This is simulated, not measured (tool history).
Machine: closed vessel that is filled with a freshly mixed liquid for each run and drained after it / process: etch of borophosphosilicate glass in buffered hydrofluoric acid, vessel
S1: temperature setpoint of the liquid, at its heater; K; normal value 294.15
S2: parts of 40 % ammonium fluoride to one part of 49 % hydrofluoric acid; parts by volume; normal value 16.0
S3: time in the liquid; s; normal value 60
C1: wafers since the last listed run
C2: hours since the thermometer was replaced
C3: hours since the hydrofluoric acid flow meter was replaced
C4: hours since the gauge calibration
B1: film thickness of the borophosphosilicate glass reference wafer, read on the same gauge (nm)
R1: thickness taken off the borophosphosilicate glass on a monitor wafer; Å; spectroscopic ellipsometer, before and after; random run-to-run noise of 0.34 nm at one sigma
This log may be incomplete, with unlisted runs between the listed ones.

Run 1, hour 0.0: usual settings; C1 0; C2 2176.9; C3 529.5; C4 76.3; B1 99.99. Result: R1 605.6 Å.
Run 2, hour 8.7: usual settings; C1 910; C2 2185.6; C3 538.2; C4 85.0; B1 99.99. Result: R1 606.3 Å.
Run 3, hour 17.0: usual settings; C1 869; C2 2193.9; C3 546.5; C4 93.3; B1 99.99. Result: R1 602.0 Å.
Run 4, hour 32.5: usual settings; C1 1622; C2 2209.4; C3 562.0; C4 108.8; B1 100.01. Result: R1 604.7 Å.
At hour 47.7: gauge calibrated.
Run 5, hour 48.2: usual settings; C1 1643; C2 2225.1; C3 577.7; C4 0.5; B1 99.98. Result: R1 602.5 Å.
Run 6, hour 62.9: usual settings; C1 1539; C2 2239.8; C3 592.4; C4 15.2; B1 99.99. Result: R1 603.9 Å.
Run 7, hour 72.6: usual settings but S1 291.65 K; C1 1015; C2 2249.5; C3 602.1; C4 24.9; B1 100.02. Result: R1 518.4 Å.
Run 8, hour 79.3: usual settings; C1 701; C2 2256.2; C3 608.8; C4 31.6; B1 100.01. Result: R1 594.8 Å.
Run 9, hour 89.2: usual settings; C1 1036; C2 2266.1; C3 618.7; C4 41.5; B1 99.98. Result: R1 594.3 Å.
At hour 98.4: thermometer replaced.
Run 10, hour 102.9: usual settings; C1 1329; C2 4.5; C3 632.4; C4 55.2; B1 100.01. Result: R1 591.0 Å.
Run 11, hour 119.5: usual settings; C1 1738; C2 21.1; C3 649.0; C4 71.8; B1 100.00. Result: R1 595.0 Å.
Run 12, hour 128.6: usual settings but S1 298.15 K; C1 952; C2 30.2; C3 658.1; C4 80.9; B1 100.02. Result: R1 728.9 Å.
Run 13, hour 143.4: usual settings; C1 1549; C2 45.0; C3 672.9; C4 95.7; B1 100.02. Result: R1 591.6 Å.
Run 14, hour 154.5: usual settings but S1 297.65 K, S3 70 s; C1 1162; C2 56.1; C3 684.0; C4 106.8; B1 99.95. Result: R1 836.4 Å.
At hour 165.9: gauge calibrated.
Run 15, hour 169.8: usual settings but S2 14.0 parts by volume; C1 1602; C2 71.4; C3 699.3; C4 3.9; B1 99.97. Result: R1 673.1 Å.
At hour 178.9: hydrofluoric acid flow meter replaced.
Run 16, hour 179.4: usual settings but S1 291.65 K, S3 85 s; C1 900; C2 81.0; C3 0.5; C4 13.5; B1 100.03. Result: R1 793.4 Å.
Run 17, hour 189.6: usual settings; C1 1068; C2 91.2; C3 10.7; C4 23.7; B1 100.00. Result: R1 643.9 Å.
Run 18, hour 200.4: usual settings but S1 291.65 K, S2 21.5 parts by volume; C1 1130; C2 102.0; C3 21.5; C4 34.5; B1 99.99. Result: R1 431.9 Å.
Run 19, hour 211.9: usual settings but S2 13.0 parts by volume, S3 95 s; C1 1204; C2 113.5; C3 33.0; C4 46.0; B1 99.99. Result: R1 1255.4 Å.
Run 20, hour 221.2: usual settings but S3 30 s; C1 973; C2 122.8; C3 42.3; C4 55.3; B1 100.00. Result: R1 323.1 Å.
Run 21, hour 231.1: usual settings but S1 298.65 K, S3 95 s; C1 1036; C2 132.7; C3 52.2; C4 65.2; B1 99.98. Result: R1 1291.2 Å.
Run 22, hour 239.4: usual settings; C1 869; C2 141.0; C3 60.5; C4 73.5; B1 100.00. Result: R1 638.7 Å.

Selected run-to-run steps in R1, each split into two signed amounts: the part the tool would show with no hidden state at all (from settings, incoming material and random variation), and the remainder, which goes to the hidden state together with any gauge scatter not common to the measured and the hidden-state-free results:
Hidden state present: liquid hotter than its thermometer reads (K); hydrofluoric acid flow below the setpoint (%); gauge reads high (%).
Run 15 -> 16: S1 294.15 -> 291.65, S2 14.0 -> 16.0, S3 60 -> 85, hydrofluoric acid flow meter replaced. R1 +120.3 Å: hidden state +62.6, all else +57.7.
Run 19 -> 20: S2 13.0 -> 16.0, S3 95 -> 30. R1 -932.3 Å: hidden state +27.2, all else -959.5.
Run 20 -> 21: S1 294.15 -> 298.65, S3 30 -> 95. R1 +968.1 Å: hidden state -32.1, all else +1000.2.
